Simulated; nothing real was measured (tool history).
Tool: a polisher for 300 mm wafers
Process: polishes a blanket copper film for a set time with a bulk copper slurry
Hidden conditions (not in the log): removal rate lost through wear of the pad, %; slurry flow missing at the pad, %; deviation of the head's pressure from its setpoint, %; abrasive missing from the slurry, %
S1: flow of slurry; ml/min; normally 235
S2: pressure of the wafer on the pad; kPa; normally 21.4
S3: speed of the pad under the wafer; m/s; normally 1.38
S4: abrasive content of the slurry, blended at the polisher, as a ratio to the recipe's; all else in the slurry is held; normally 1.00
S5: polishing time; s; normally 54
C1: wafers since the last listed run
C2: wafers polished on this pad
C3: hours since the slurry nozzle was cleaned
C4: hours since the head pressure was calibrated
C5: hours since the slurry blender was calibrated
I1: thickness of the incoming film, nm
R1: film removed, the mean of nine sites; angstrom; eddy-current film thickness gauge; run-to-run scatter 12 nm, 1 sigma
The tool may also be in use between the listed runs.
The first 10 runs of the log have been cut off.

run 11 hour=507.7 | S1=210 S2=21.4 S3=1.38 S4=1.00 S5=54 | C1=705 C2=1314 C3=438.7 C4=1010.3 C5=362.8 | I1=2156.3 | R1=7624
run 12 hour=545.2 | S1=235 S2=21.4 S3=1.38 S4=1.00 S5=54 | C1=405 C2=1719 C3=476.2 C4=1047.8 C5=400.3 | I1=2097.0 | R1=7578
-- hour=608.3 slurry blender recalibrated
run 13 hour=616.4 | S1=180 S2=21.4 S3=1.38 S4=1.00 S5=63 | C1=747 C2=2467 C3=547.4 C4=1119.0 C5=8.1 | I1=2156.4 | R1=8648
run 14 hour=648.6 | S1=180 S2=21.4 S3=1.54 S4=1.00 S5=54 | C1=347 C2=2815 C3=579.6 C4=1151.2 C5=40.3 | I1=2087.5 | R1=8417
run 15 hour=702.8 | S1=235 S2=21.4 S3=1.38 S4=1.00 S5=54 | C1=585 C2=3400 C3=633.8 C4=1205.4 C5=94.5 | I1=2105.4 | R1=7904
run 16 hour=760.5 | S1=235 S2=21.4 S3=1.38 S4=1.00 S5=54 | C1=623 C2=4024 C3=691.5 C4=1263.1 C5=152.2 | I1=2147.5 | R1=7870
-- hour=767.6 head pressure recalibrated
run 17 hour=811.4 | S1=190 S2=21.4 S3=1.38 S4=0.85 S5=49 | C1=528 C2=4552 C3=742.4 C4=43.8 C5=203.1 | I1=2130.4 | R1=6671
-- hour=815.3 slurry nozzle cleaned
run 18 hour=859.7 | S1=235 S2=21.4 S3=1.38 S4=1.00 S5=54 | C1=511 C2=5064 C3=44.4 C4=92.1 C5=251.4 | I1=2121.5 | R1=7839
-- hour=867.6 worn pad replaced by a new one
run 19 hour=910.8 | S1=235 S2=21.4 S3=1.38 S4=1.00 S5=54 | C1=509 C2=466 C3=95.5 C4=143.2 C5=302.5 | I1=2148.5 | R1=7810
run 20 hour=940.1 | S1=310 S2=15.9 S3=1.38 S4=0.80 S5=54 | C1=316 C2=783 C3=124.8 C4=172.5 C5=331.8 | I1=2146.6 | R1=6000
run 21 hour=993.5 | S1=235 S2=21.4 S3=1.38 S4=1.00 S5=54 | C1=577 C2=1360 C3=178.2 C4=225.9 C5=385.2 | I1=2135.0 | R1=7636
run 22 hour=1023.6 | S1=270 S2=16.5 S3=1.38 S4=0.90 S5=54 | C1=325 C2=1685 C3=208.3 C4=256.0 C5=415.3 | I1=2112.7 | R1=6095
run 23 hour=1071.9 | S1=235 S2=25.5 S3=1.38 S4=1.10 S5=54 | C1=521 C2=2207 C3=256.6 C4=304.3 C5=463.6 | I1=2176.8 | R1=9020
-- hour=1094.1 slurry blender recalibrated
run 24 hour=1172.8 | S1=235 S2=21.4 S3=1.38 S4=1.00 S5=54 | C1=1068 C2=3276 C3=357.5 C4=405.2 C5=78.7 | I1=2121.9 | R1=7621
run 25 hour=1200.9 | S1=235 S2=27.6 S3=1.22 S4=0.70 S5=54 | C1=303 C2=3580 C3=385.6 C4=433.3 C5=106.8 | I1=2170.4 | R1=8098
run 26 hour=1261.7 | S1=290 S2=21.4 S3=1.38 S4=1.00 S5=54 | C1=657 C2=4237 C3=446.4 C4=494.1 C5=167.6 | I1=2114.5 | R1=8189
run 27 hour=1321.6 | S1=260 S2=28.3 S3=1.68 S4=1.00 S5=66 | C1=647 C2=4884 C3=506.3 C4=554.0 C5=227.5 | I1=2098.3 | R1=15195
-- hour=1346.2 worn pad replaced by a new one
run 28 hour=1368.4 | S1=235 S2=21.4 S3=1.38 S4=1.00 S5=54 | C1=462 C2=240 C3=553.1 C4=600.8 C5=274.3 | I1=2108.7 | R1=7976
run 29 hour=1420.2 | S1=195 S2=21.4 S3=0.92 S4=1.15 S5=54 | C1=559 C2=800 C3=604.9 C4=652.6 C5=326.1 | I1=2112.4 | R1=5040
-- hour=1470.2 slurry nozzle cleaned
run 30 hour=1487.6 | S1=235 S2=15.2 S3=1.38 S4=1.00 S5=54 | C1=717 C2=1517 C3=17.4 C4=720.0 C5=393.5 | I1=2140.4 | R1=5822

Each row is a separate what-if for the run after 30, all from the same tool condition, not one after another. Results?
run A hour=1488.0 | S1=235 S2=21.4 S3=1.38 S4=1.00 S5=54 | C1=4 C2=1522 C3=17.8 C4=720.4 C5=393.9 | I1=2084.5 | R1=?
run B hour=1488.0 | S1=235 S2=21.4 S3=1.74 S4=1.00 S5=43 | C1=4 C2=1522 C3=17.8 C4=720.4 C5=393.9 | I1=2084.5 | R1=?
run C hour=1488.0 | S1=180 S2=16.5 S3=1.60 S4=0.90 S5=54 | C1=4 C2=1522 C3=17.8 C4=720.4 C5=393.9 | I1=2084.5 | R1=?
run D hour=1488.0 | S1=270 S2=21.4 S3=1.74 S4=1.20 S5=43 | C1=4 C2=1522 C3=17.8 C4=720.4 C5=393.9 | I1=2084.5 | R1=?

run=A R1=7818
run=B R1=7850
run=C R1=6977
run=D R1=8208
What these runs would have given with no unlogged condition in the tool:
run=A R1=7992
run=B R1=8024
run=C R1=7130
run=D R1=8393
